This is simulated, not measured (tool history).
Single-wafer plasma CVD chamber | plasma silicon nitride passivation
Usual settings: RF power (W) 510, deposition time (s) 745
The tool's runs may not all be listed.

run,hour,RF power (W),deposition time (s),"read-back reference wafer on the same gauge, thickness_nm",mean film thickness on the monitor wafer (Å)
1,0,510,745,1019.689,10693.57
2,62.3,510,745,1019.769,10683.67
3,120.3,510,745,1020.393,10681.01
4,156.4,510,745,1019.979,10649.26
5,207.7,510,745,1020.478,10722.31
6,255.4,510,745,1020.616,10689.97
7,348.2,575,745,1021.258,11065.32
8,388,575,745,1019.418,11083.27
9,457.2,470,745,1020.013,10405.7
10,551.3,470,745,1020.551,10328.82
11,603.6,470,745,1020.44,10254.41
12,643.9,510,745,1019.679,10517.24
13,724.3,510,745,1019.766,10629.11
14,828,510,745,1020.58,10636.16
15,871.9,510,745,1019.19,10643.03
16,977.9,510,745,1020.049,10621.25
17,1052.6,510,745,1019.652,10638.45
18,1354.4,510,745,1019.855,10488.06
19,1487,510,745,1020.032,10548.82
20,1575.8,510,745,1020.448,10501.58
# hour 1594.5: RF generator calibrated
21,1620.6,510,745,1020.695,10358.25
22,1703.6,510,745,1019.982,10353.9
23,1802.8,510,745,1018.02,10312.8
24,1841.5,550,656,1019.831,9319.14
25,1927.7,510,745,1019.2,10306.6
# hour 1943.7: showerhead replaced
26,1992.8,410,664,1020.376,8476.33
# hour 2060.5: gauge calibrated
27,2094.3,410,695,1019.709,8877.99
28,2186.6,510,745,1021.156,10348.5
# hour 2239.7: RF generator calibrated, repeated, since the last time left the tool worse
29,2250.3,510,745,1020.192,10643.84
30,2321.2,510,652,1020.222,9381.06
31,2428.5,460,847,1019.98,11692.7
32,2529.3,510,693,1021.093,9891.84

Forecast run 33:
33,2630.5,595,864,?,?

Run 33 gave read-back reference wafer on the same gauge, thickness_nm 1019.799, mean film thickness on the monitor wafer (Å) 12940.31.
Without the tool's hidden state the same run would have given mean film thickness on the monitor wafer (Å) 13020.19.
